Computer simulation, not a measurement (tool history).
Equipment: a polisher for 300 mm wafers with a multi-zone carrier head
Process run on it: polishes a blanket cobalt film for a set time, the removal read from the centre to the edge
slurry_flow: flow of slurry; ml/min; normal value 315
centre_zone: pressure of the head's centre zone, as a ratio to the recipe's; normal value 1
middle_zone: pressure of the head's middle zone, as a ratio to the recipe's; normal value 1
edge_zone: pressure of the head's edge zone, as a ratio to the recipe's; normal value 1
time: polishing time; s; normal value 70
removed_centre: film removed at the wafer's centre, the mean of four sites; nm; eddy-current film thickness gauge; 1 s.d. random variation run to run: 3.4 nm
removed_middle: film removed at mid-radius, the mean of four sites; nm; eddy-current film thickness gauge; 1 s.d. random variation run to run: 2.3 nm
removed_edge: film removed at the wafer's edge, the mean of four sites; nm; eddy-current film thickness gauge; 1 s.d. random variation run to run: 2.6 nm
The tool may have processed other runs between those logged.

run,hour,slurry_flow,centre_zone,middle_zone,edge_zone,time,wafers since the last listed run,wafers polished on this pad,hours since the slurry nozzle was cleaned,hours since the centre zone pressure was calibrated,hours since the edge zone pressure was calibrated,hours since the carrier head's membrane was replaced,"incoming thickness of the incoming film, nm",removed_centre,removed_middle,removed_edge
1,0,315,1,1,1,70,0,4754,31,584.9,303.6,51.6,1007,378.3,383.3,379
# hour 17.2: worn pad replaced by a new one
2,97.6,315,1,1,1,70,706,606,128.6,682.5,401.2,149.2,1024.1,371.1,385.6,380.5
3,140.8,315,1,1,1,70,326,933,171.8,725.7,444.4,192.4,1008.9,376.3,381.9,373.6
# hour 244.3: centre zone pressure recalibrated
4,245.5,315,1,1,1,70,775,1708,276.5,1.2,549.1,297.1,1021.5,376.7,388.3,382.3
5,284.3,315,0.91,1,1,63,292,2001,315.3,40,587.9,335.9,1010.4,316.9,343.6,341.3
6,380.6,410,0.92,1,1,70,726,2728,411.6,136.3,684.2,432.2,1006.5,357.5,386.1,386.3
7,429,395,1.07,1,0.96,48,365,3093,460,184.7,732.6,480.6,1000.7,278.2,264.3,255.9
8,520.8,315,0.91,1,1,63,693,3786,551.8,276.5,824.4,572.4,1033.5,310.7,346.9,340
# hour 540.7: worn pad replaced by a new one
# hour 572.1: slurry nozzle cleaned
# hour 591: carrier head's membrane replaced by a new one
9,841.9,260,1.11,0.9,0.92,70,2348,2228,269.8,597.6,1145.5,250.9,1012.9,402,350.2,364.7
10,910.8,380,1,1,1,50,520,2748,338.7,666.5,1214.4,319.8,1007,269.8,279.2,276.5
# hour 972.3: edge zone pressure recalibrated
11,989.6,315,1,0.89,0.96,70,579,3328,417.5,745.3,17.3,398.6,1014.8,375.8,346.4,372.4
# hour 1137.1: centre zone pressure recalibrated
# hour 1152.4: worn pad replaced by a new one
# hour 1165: carrier head's membrane replaced by a new one
12,1185.9,315,1.12,0.96,1.1,61,1398,215,613.8,48.8,213.6,20.9,1031.6,359.5,323.9,346.1
# hour 1213.2: slurry nozzle cleaned
13,1260,315,0.96,0.92,1,90,551,767,46.8,122.9,287.7,95,1032.4,466.7,457.9,482.8
14,1338.2,385,0.89,1,0.93,46,590,1357,125,201.1,365.9,173.2,1005.3,228.2,257.9,239.9
15,1405.6,315,1,1,1,70,508,1866,192.4,268.5,433.3,240.6,1010.1,370.4,385.3,385.8
16,1501.7,315,1,1,1,77,725,2591,288.5,364.6,529.4,336.7,1009.5,409.5,424.5,415.3
17,1603.2,315,1,1,1,70,766,3358,390,466.1,630.9,438.2,1024.6,379,384.2,380.6
18,1704,315,1,1,1,70,760,4119,490.8,566.9,731.7,539,1006.4,378.2,384.9,383.8
# hour 1729.5: slurry nozzle cleaned
19,1744.5,390,1,1,1,92,298,4417,15,607.4,772.2,579.5,1022.7,510,511.8,496.6
20,1801.9,380,1,1,1,70,433,4850,72.4,664.8,829.6,636.9,1030.8,372.5,387.1,377.4
# hour 1828.9: worn pad replaced by a new one
# hour 1854.5: carrier head's membrane replaced by a new one
21,1909.8,315,0.88,1,1,70,746,573,180.3,772.7,937.5,55.3,1008.7,332.7,382.9,377.8

State the hidden condition of the tool at each of the runs:
removal rate lost through wear of the pad, %: 0, the same for each run
slurry flow missing at the pad, %: 0, the same for each run
deviation of the centre zone's pressure from its setpoint, %: 0, the same for each run
deviation of the edge zone's pressure from its setpoint, %: 0, the same for each run
